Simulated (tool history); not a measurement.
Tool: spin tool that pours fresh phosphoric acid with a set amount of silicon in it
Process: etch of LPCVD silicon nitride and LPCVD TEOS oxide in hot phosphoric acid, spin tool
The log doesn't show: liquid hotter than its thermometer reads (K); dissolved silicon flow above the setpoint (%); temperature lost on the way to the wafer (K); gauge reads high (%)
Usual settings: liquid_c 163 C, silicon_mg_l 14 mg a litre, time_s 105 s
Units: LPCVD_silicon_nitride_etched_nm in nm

| run | hour | liquid_c | silicon_mg_l | time_s | wafers since the last listed run | hours since the thermometer was replaced | hours since the dissolved silicon flow meter was replaced | hours since the heated supply line was repaired | hours since the gauge calibration | read-back film thickness of the LPCVD silicon nitride reference wafer, read on the same gauge (nm) | LPCVD_silicon_nitride_etched_nm |
|---|---|---|---|---|---|---|---|---|---|---|---|
| 1 | 0 | 163 | 9 | 105 | 0 | 2230.9 | 1663.2 | 3301.2 | 526.8 | 150 | 8.81 |
| 2 | 27 | 163 | 9 | 105 | 357 | 2257.9 | 1690.2 | 3328.2 | 553.8 | 150 | 8.77 |
| 3 | 43.7 | 163 | 18.5 | 145 | 220 | 2274.6 | 1706.9 | 3344.9 | 570.5 | 150.01 | 12.02 |
| 4 | 73 | 163 | 18.5 | 145 | 387 | 2303.9 | 1736.2 | 3374.2 | 599.8 | 149.98 | 12.14 |
|  | 85.4 | dissolved silicon flow meter replaced |
| 5 | 87.7 | 163 | 14 | 105 | 181 | 2318.6 | 2.3 | 3388.9 | 614.5 | 149.97 | 8.73 |
| 6 | 119 | 163 | 14 | 105 | 413 | 2349.9 | 33.6 | 3420.2 | 645.8 | 149.99 | 8.76 |
|  | 170.4 | gauge calibrated |
| 7 | 180.9 | 164.5 | 20.5 | 60 | 818 | 2411.8 | 95.5 | 3482.1 | 10.5 | 150.03 | 5.25 |
| 8 | 201.6 | 161 | 5.5 | 160 | 273 | 2432.5 | 116.2 | 3502.8 | 31.2 | 149.97 | 12.34 |
| 9 | 234 | 163 | 14 | 105 | 428 | 2464.9 | 148.6 | 3535.2 | 63.6 | 149.99 | 8.75 |
| 10 | 249.6 | 163 | 14 | 105 | 206 | 2480.5 | 164.2 | 3550.8 | 79.2 | 149.99 | 8.68 |
| 11 | 268.7 | 162 | 8 | 125 | 252 | 2499.6 | 183.3 | 3569.9 | 98.3 | 150.02 | 10.05 |
| 12 | 288 | 163 | 14 | 130 | 255 | 2518.9 | 202.6 | 3589.2 | 117.6 | 150 | 10.69 |
|  | 304.2 | thermometer replaced |
| 13 | 312.8 | 161 | 23.5 | 145 | 314 | 8.6 | 227.4 | 3614 | 142.4 | 150.02 | 11.18 |
| 14 | 347.6 | 163 | 14 | 105 | 460 | 43.4 | 262.2 | 3648.8 | 177.2 | 150.02 | 8.58 |
| 15 | 367.9 | 163 | 14 | 145 | 268 | 63.7 | 282.5 | 3669.1 | 197.5 | 150.03 | 12.06 |
|  | 372.4 | heated supply line repaired |
| 16 | 434.9 | 161.5 | 20 | 65 | 872 | 130.7 | 349.5 | 62.5 | 264.5 | 150.02 | 5.76 |
| 17 | 448.7 | 160.5 | 14 | 130 | 182 | 144.5 | 363.3 | 76.3 | 278.3 | 150.02 | 11.21 |
| 18 | 474.4 | 166 | 18 | 135 | 339 | 170.2 | 389 | 102 | 304 | 149.99 | 14.02 |
| 19 | 493.2 | 163 | 14 | 105 | 248 | 189 | 407.8 | 120.8 | 322.8 | 149.98 | 9.88 |
| 20 | 528.3 | 163 | 19.5 | 165 | 464 | 224.1 | 442.9 | 155.9 | 357.9 | 150.02 | 15.45 |
| 21 | 546.1 | 163 | 14 | 140 | 235 | 241.9 | 460.7 | 173.7 | 375.7 | 149.96 | 13.12 |
| 22 | 571.8 | 163 | 14 | 105 | 339 | 267.6 | 486.4 | 199.4 | 401.4 | 149.98 | 9.8 |

What the log doesn't show, run by run:
liquid hotter than its thermometer reads (K): 0 in every run
dissolved silicon flow above the setpoint (%): 0 in every run
gauge reads high (%): 0 in every run
H1: temperature lost on the way to the wafer (K)
| run | H1 |
|---|---|
| 1 | 3.55 |
| 2 | 3.57 |
| 3 | 3.59 |
| 4 | 3.62 |
| 5 | 3.64 |
| 6 | 3.67 |
| 7 | 3.73 |
| 8 | 3.75 |
| 9 | 3.78 |
| 10 | 3.8 |
| 11 | 3.82 |
| 12 | 3.84 |
| 13 | 3.86 |
| 14 | 3.9 |
| 15 | 3.92 |
| 16 | 0.144 |
| 17 | 0.158 |
| 18 | 0.184 |
| 19 | 0.203 |
| 20 | 0.238 |
| 21 | 0.256 |
| 22 | 0.282 |
